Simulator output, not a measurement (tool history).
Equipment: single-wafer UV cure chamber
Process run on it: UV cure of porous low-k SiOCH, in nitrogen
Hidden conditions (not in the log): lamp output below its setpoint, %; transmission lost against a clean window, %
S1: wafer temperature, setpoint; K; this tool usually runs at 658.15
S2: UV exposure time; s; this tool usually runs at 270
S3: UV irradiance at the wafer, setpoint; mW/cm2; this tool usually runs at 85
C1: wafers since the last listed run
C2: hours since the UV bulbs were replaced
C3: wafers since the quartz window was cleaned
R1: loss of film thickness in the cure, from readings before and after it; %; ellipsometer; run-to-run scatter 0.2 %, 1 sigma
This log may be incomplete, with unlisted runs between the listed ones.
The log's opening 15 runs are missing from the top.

{"run": 16, "hour": 1149.2, "S1": 658.15, "S2": 390, "S3": 101, "C1": 616, "C2": 1385.7, "C3": 3900, "R1": 15.594}
{"hour": 1248.1, "done": "quartz window cleaned"}
{"run": 17, "hour": 1447.5, "S1": 658.15, "S2": 390, "S3": 101, "C1": 2027, "C2": 1684, "C3": 1393, "R1": 15.373}
{"run": 18, "hour": 1500.3, "S1": 658.15, "S2": 270, "S3": 85, "C1": 368, "C2": 1736.8, "C3": 1761, "R1": 12.185}
{"run": 19, "hour": 1548.0, "S1": 663.15, "S2": 385, "S3": 106, "C1": 333, "C2": 1784.5, "C3": 2095, "R1": 15.025}
{"run": 20, "hour": 1645.0, "S1": 658.15, "S2": 270, "S3": 85, "C1": 677, "C2": 1881.5, "C3": 2772, "R1": 12.015}
{"run": 21, "hour": 1746.7, "S1": 650.15, "S2": 350, "S3": 85, "C1": 710, "C2": 1983.2, "C3": 3483, "R1": 13.502}
{"hour": 1800.5, "done": "quartz window cleaned"}
{"run": 22, "hour": 1852.6, "S1": 664.15, "S2": 270, "S3": 85, "C1": 683, "C2": 2089.1, "C3": 364, "R1": 12.174}
{"run": 23, "hour": 1954.9, "S1": 658.15, "S2": 425, "S3": 85, "C1": 714, "C2": 2191.4, "C3": 1078, "R1": 14.15}
{"run": 24, "hour": 2046.3, "S1": 665.15, "S2": 330, "S3": 48, "C1": 638, "C2": 2282.8, "C3": 1717, "R1": 9.988}
{"run": 25, "hour": 2124.6, "S1": 674.15, "S2": 195, "S3": 85, "C1": 546, "C2": 2361.1, "C3": 2264, "R1": 10.513}
{"hour": 2171.9, "done": "UV bulbs replaced"}
{"run": 26, "hour": 2218.8, "S1": 658.15, "S2": 425, "S3": 85, "C1": 602, "C2": 46.9, "C3": 2866, "R1": 13.018}

Run 27 has not been measured yet. What should we expect?
{"run": 27, "hour": 2301.6, "S1": 658.15, "S2": 160, "S3": 85, "C1": 578, "C2": 129.7, "C3": 3444, "R1": "?"}

{"run 27": {"R1": 8.093}}
With no hidden state in the tool, this same run would have given R1 10.636 %.
